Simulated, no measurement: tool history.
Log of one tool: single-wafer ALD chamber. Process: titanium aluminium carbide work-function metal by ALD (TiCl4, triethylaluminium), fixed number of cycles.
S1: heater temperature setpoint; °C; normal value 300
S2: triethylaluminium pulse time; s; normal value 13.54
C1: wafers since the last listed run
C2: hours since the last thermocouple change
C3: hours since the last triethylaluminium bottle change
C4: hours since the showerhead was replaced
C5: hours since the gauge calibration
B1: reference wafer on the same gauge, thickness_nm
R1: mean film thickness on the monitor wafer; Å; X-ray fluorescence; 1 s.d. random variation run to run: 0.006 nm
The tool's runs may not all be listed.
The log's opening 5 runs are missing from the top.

Run 6, hour 164.2: usual settings but S1 295 °C, S2 15.44 s; C1 522; C2 2146.3; C3 1070.1; C4 236.9; C5 1134.9; B1 2.29. Result: R1 20.36 Å.
Run 7, hour 219.6: usual settings but S1 295 °C, S2 15.44 s; C1 620; C2 2201.7; C3 1125.5; C4 292.3; C5 1190.3; B1 2.288. Result: R1 20.38 Å.
At hour 269.4: gauge calibrated.
Run 8, hour 352.2: usual settings but S2 9.66 s; C1 1484; C2 2334.3; C3 1258.1; C4 424.9; C5 82.8; B1 2.293. Result: R1 19.84 Å.
Run 9, hour 415.7: usual settings but S1 313 °C, S2 17.93 s; C1 710; C2 2397.8; C3 1321.6; C4 488.4; C5 146.3; B1 2.291. Result: R1 21.87 Å.
Run 10, hour 482.6: usual settings; C1 748; C2 2464.7; C3 1388.5; C4 555.3; C5 213.2; B1 2.289. Result: R1 20.41 Å.
Run 11, hour 511.5: usual settings but S2 15.27 s; C1 323; C2 2493.6; C3 1417.4; C4 584.2; C5 242.1; B1 2.29. Result: R1 20.59 Å.
At hour 618.9: triethylaluminium bottle replaced.
Run 12, hour 648.3: usual settings but S1 311 °C, S2 11.34 s; C1 1441; C2 2630.4; C3 29.4; C4 721; C5 378.9; B1 2.288. Result: R1 21.52 Å.
Run 13, hour 778.9: usual settings but S1 293 °C, S2 11.73 s; C1 1461; C2 2761; C3 160; C4 851.6; C5 509.5; B1 2.291. Result: R1 20.1 Å.
Run 14, hour 819.7: usual settings but S1 286 °C; C1 456; C2 2801.8; C3 200.8; C4 892.4; C5 550.3; B1 2.289. Result: R1 19.63 Å.
At hour 854.6: thermocouple changed; heater temperature recalibrated.
Run 15, hour 874.9: usual settings but S2 10.23 s; C1 528; C2 20.3; C3 256; C4 947.6; C5 605.5; B1 2.291. Result: R1 20.34 Å.
Run 16, hour 917.3: usual settings but S1 313 °C, S2 16.19 s; C1 474; C2 62.7; C3 298.4; C4 990; C5 647.9; B1 2.29. Result: R1 22.15 Å.
Run 17, hour 1032.5: usual settings but S1 308 °C, S2 17.55 s; C1 1289; C2 177.9; C3 413.6; C4 1105.2; C5 763.1; B1 2.291. Result: R1 21.66 Å.
Run 18, hour 1062.1: usual settings but S2 15.38 s; C1 331; C2 207.5; C3 443.2; C4 1134.8; C5 792.7; B1 2.29. Result: R1 20.8 Å.
Run 19, hour 1089.5: usual settings; C1 306; C2 234.9; C3 470.6; C4 1162.2; C5 820.1; B1 2.29. Result: R1 20.84 Å.
Run 20, hour 1120: usual settings but S1 295 °C; C1 341; C2 265.4; C3 501.1; C4 1192.7; C5 850.6; B1 2.29. Result: R1 20.32 Å.
Run 21, hour 1151.1: usual settings but S1 313 °C, S2 16.19 s; C1 348; C2 296.5; C3 532.2; C4 1223.8; C5 881.7; B1 2.29. Result: R1 22.03 Å.
Run 22, hour 1179.7: usual settings but S1 295 °C; C1 320; C2 325.1; C3 560.8; C4 1252.4; C5 910.3; B1 2.289. Result: R1 20.43 Å.
Run 23, hour 1219.6: usual settings but S1 291 °C, S2 15.17 s; C1 446; C2 365; C3 600.7; C4 1292.3; C5 950.2; B1 2.29. Result: R1 20.07 Å.

For run 24, what comes out?
Run 24, hour 1250.1: usual settings but S1 314 °C, S2 12.05 s; C1 341; C2 395.5; C3 631.2; C4 1322.8; C5 980.7; B1 ?. Result: R1 ?.

Run 24 produced B1 2.288, R1 21.76 Å.
If the tool had no hidden condition, the same run with the same run-to-run variation would have returned R1 21.89 Å.
